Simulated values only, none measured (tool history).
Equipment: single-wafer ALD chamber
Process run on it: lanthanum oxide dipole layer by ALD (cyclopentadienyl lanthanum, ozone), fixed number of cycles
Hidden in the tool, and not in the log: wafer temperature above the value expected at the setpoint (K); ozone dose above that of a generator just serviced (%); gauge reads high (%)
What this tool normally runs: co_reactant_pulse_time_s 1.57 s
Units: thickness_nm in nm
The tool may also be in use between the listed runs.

run,day,co_reactant_pulse_time_s,wafers since the last listed run,hours since the last thermocouple change,hours since the last ozone generator service,hours since the showerhead was replaced,hours since the gauge calibration,"read-back reference wafer on the same gauge, thickness_nm",thickness_nm
1,0,1.57,0,2513.7,1236.3,3953.3,0.4,0.633,0.532
2,0.412,1.57,176,2523.6,1246.2,3963.2,10.3,0.633,0.532
3,0.767,1.57,151,2532.1,1254.7,3971.7,18.8,0.633,0.532
4,1.3,1.27,227,2544.9,1267.5,3984.5,31.6,0.633,0.499
5,1.708,1.27,174,2554.7,1277.3,3994.3,41.4,0.633,0.501
6,2.192,1.28,206,2566.3,1288.9,4005.9,53,0.633,0.502
7,4.029,1.28,784,2610.4,1333,4050,97.1,0.633,0.501
# day 4.5: showerhead replaced
# day 4.812: ozone generator serviced
8,4.833,1.28,68,2629.7,0.5,8,116.4,0.633,0.503
9,4.846,1.8,5,2630,0.8,8.3,116.7,0.633,0.544
# day 5.992: thermocouple changed; heater temperature recalibrated
10,6.142,2.04,410,3.6,31.9,39.4,147.8,0.633,0.55
11,6.854,1.57,304,20.7,49,56.5,164.9,0.633,0.534
12,7.138,1.15,120,27.5,55.8,63.3,171.7,0.633,0.478
13,7.758,1.98,265,42.4,70.7,78.2,186.6,0.633,0.549
# day 7.833: gauge calibrated
14,8.058,1.39,128,49.6,77.9,85.4,5.4,0.633,0.516
15,8.733,2.08,288,65.8,94.1,101.6,21.6,0.633,0.551
16,9.388,1.57,279,81.5,109.8,117.3,37.3,0.633,0.531
17,9.708,1.57,136,89.2,117.5,125,45,0.633,0.532
18,10.15,1.57,188,99.8,128.1,135.6,55.6,0.633,0.533
19,10.433,1.22,120,106.6,134.9,142.4,62.4,0.633,0.492

Give the tool's hidden conditions for every run:
wafer temperature above the value expected at the setpoint (K): 0 on each run
ozone dose above that of a generator just serviced (%): 0 on each run
gauge reads high (%): 0 on each run
